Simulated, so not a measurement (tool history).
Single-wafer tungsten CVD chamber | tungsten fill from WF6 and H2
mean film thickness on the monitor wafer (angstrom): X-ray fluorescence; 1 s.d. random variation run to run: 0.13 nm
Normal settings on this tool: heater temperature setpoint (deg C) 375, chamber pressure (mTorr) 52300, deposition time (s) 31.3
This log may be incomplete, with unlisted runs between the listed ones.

| run | hour | heater temperature setpoint (deg C) | chamber pressure (mTorr) | deposition time (s) | read-back reference wafer on the same gauge, thickness_nm | mean film thickness on the monitor wafer (angstrom) |
|---|---|---|---|---|---|---|
| 1 | 0 | 375 | 46800 | 28.8 | 77.794 | 654.47 |
| 2 | 26.6 | 375 | 46800 | 28.8 | 77.827 | 656.66 |
| 3 | 46 | 375 | 46800 | 28.8 | 77.809 | 658.82 |
| 4 | 74.1 | 386 | 52300 | 26.4 | 77.83 | 769.51 |
| 5 | 90.3 | 382 | 52300 | 31.3 | 77.778 | 850.71 |
| 6 | 113.3 | 382 | 52300 | 28.8 | 77.796 | 784.85 |
| 7 | 137.9 | 382 | 52300 | 28.8 | 77.795 | 783.79 |
| 8 | 150 | 382 | 52300 | 28.8 | 77.818 | 783.38 |
| 9 | 166.7 | 375 | 52300 | 31.3 | 77.788 | 753.15 |
| 10 | 188.4 | 375 | 52300 | 31.3 | 77.796 | 753.4 |
| 11 | 214.5 | 375 | 52300 | 31.3 | 77.79 | 752.72 |
|  | 223 | thermocouple changed; heater temperature recalibrated |
| 12 | 230.1 | 375 | 61300 | 31.3 | 77.788 | 776.07 |
| 13 | 253.8 | 375 | 61300 | 31.3 | 77.798 | 778.38 |
| 14 | 269.9 | 375 | 61300 | 31.3 | 77.809 | 781.42 |
| 15 | 303.5 | 365 | 52300 | 31.3 | 77.805 | 608.6 |
| 16 | 321.5 | 375 | 61300 | 31.3 | 77.821 | 784.93 |
| 17 | 336.8 | 363 | 52300 | 31.3 | 77.791 | 587.37 |
| 18 | 351 | 365 | 61600 | 26.8 | 77.788 | 562.12 |
| 19 | 380.8 | 386 | 59200 | 36.9 | 77.808 | 1113.33 |
| 20 | 403.3 | 386 | 45700 | 25.8 | 77.818 | 695.87 |
|  | 420.3 | showerhead replaced |
| 21 | 438.9 | 375 | 52300 | 31.3 | 77.79 | 739.36 |
|  | 439.4 | gauge calibrated |
| 22 | 458.7 | 375 | 52300 | 31.3 | 77.792 | 738.53 |

Run 23 is up next; what results do you expect?
|  | 471.4 | capacitance manometer re-zeroed and calibrated |
| 23 | 481.4 | 375 | 58100 | 31.3 | ? | ? |

Run 23 produced read-back reference wafer on the same gauge, thickness_nm 77.782, mean film thickness on the monitor wafer (angstrom) 753.82.
If the tool had no hidden condition, the same run with the same run-to-run variation would have returned mean film thickness on the monitor wafer (angstrom) 730.48.
